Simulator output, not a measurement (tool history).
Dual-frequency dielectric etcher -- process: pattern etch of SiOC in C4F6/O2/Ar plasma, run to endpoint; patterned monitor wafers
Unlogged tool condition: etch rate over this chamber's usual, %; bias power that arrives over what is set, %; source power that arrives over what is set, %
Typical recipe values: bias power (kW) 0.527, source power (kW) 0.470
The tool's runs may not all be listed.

run,day,bias power (kW),source power (kW),wafers since the last listed run,hours since the last wet clean,hours since the last bias power generator calibration,hours since the last source power generator calibration,hours since the last upper electrode change,"incoming incoming film thickness, nm",endpoint time (s)
1,0.000,0.527,0.470,0,228.1,2184.6,1529.7,4695.5,43.81,13.6
2,0.492,0.527,0.470,132,239.9,2196.4,1541.5,4707.3,43.90,13.6
3,0.754,0.527,0.470,70,246.2,2202.7,1547.8,4713.6,43.71,13.5
4,1.404,0.527,0.470,175,261.8,2218.3,1563.4,4729.2,43.63,13.5
5,2.092,0.527,0.470,185,278.3,2234.8,1579.9,4745.7,43.51,13.5
6,2.679,0.527,0.470,158,292.4,2248.9,1594.0,4759.8,43.76,13.6
7,3.038,0.527,0.470,96,301.0,2257.5,1602.6,4768.4,44.17,13.7
8,3.654,0.527,0.470,166,315.8,2272.3,1617.4,4783.2,43.94,13.7
9,4.304,0.476,0.470,175,331.4,2287.9,1633.0,4798.8,43.37,14.3
10,4.654,0.569,0.470,94,339.8,2296.3,1641.4,4807.2,43.30,12.9
11,5.017,0.569,0.470,98,348.5,2305.0,1650.1,4815.9,43.97,13.2
12,5.312,0.569,0.470,80,355.6,2312.1,1657.2,4823.0,44.26,13.3
13,5.750,0.527,0.540,118,366.1,2322.6,1667.7,4833.5,43.57,12.7
# day 6.096: bias power generator calibrated
14,6.300,0.615,0.560,103,379.3,4.9,1680.9,4846.7,43.43,11.5
15,6.625,0.527,0.470,87,387.1,12.7,1688.7,4854.5,43.83,13.7
16,7.262,0.527,0.470,172,402.4,28.0,1704.0,4869.8,43.77,13.7
17,7.979,0.407,0.560,193,419.6,45.2,1721.2,4887.0,44.03,14.6
# day 9.071: upper electrode replaced
18,9.092,0.653,0.370,30,446.3,71.9,1747.9,0.5,43.67,13.9
19,9.104,0.527,0.470,3,446.6,72.2,1748.2,0.8,43.62,13.6
20,9.117,0.527,0.470,3,446.9,72.5,1748.5,1.1,43.64,13.8
# day 10.604: wet clean of the chamber
21,10.625,0.491,0.470,137,0.5,108.7,1784.7,37.3,44.05,13.9
22,10.638,0.572,0.510,3,0.8,109.0,1785.0,37.6,43.88,12.3
23,10.917,0.527,0.470,75,7.5,115.7,1791.7,44.3,43.39,13.2
24,11.204,0.458,0.420,77,14.4,122.6,1798.6,51.2,43.56,15.2
# day 11.496: source power generator calibrated
25,12.217,0.650,0.470,228,38.7,146.9,17.3,75.5,43.85,12.0
26,12.588,0.643,0.350,100,47.6,155.8,26.2,84.4,43.71,14.1
27,13.238,0.527,0.470,175,63.2,171.4,41.8,100.0,43.34,13.2
28,13.792,0.527,0.470,149,76.5,184.7,55.1,113.3,43.91,13.3
29,14.396,0.593,0.420,163,91.0,199.2,69.6,127.8,43.59,13.3
30,14.792,0.527,0.430,107,100.5,208.7,79.1,137.3,43.74,14.1

List, for all runs, the conditions of the tool that the log does not record:
bias power that arrives over what is set, %: 0 on each run
source power that arrives over what is set, %: 0 on each run
H1: etch rate over this chamber's usual, %
run,H1
1,-1.81
2,-1.89
3,-1.94
4,-2.05
5,-2.17
6,-2.27
7,-2.33
8,-2.44
9,-2.55
10,-2.62
11,-2.68
12,-2.73
13,-2.81
14,-2.9
15,-2.96
16,-3.07
17,-3.19
18,-3.39
19,-3.39
20,-3.39
21,-0.074
22,-0.0762
23,-0.125
24,-0.175
25,-0.35
26,-0.415
27,-0.527
28,-0.623
29,-0.728
30,-0.797
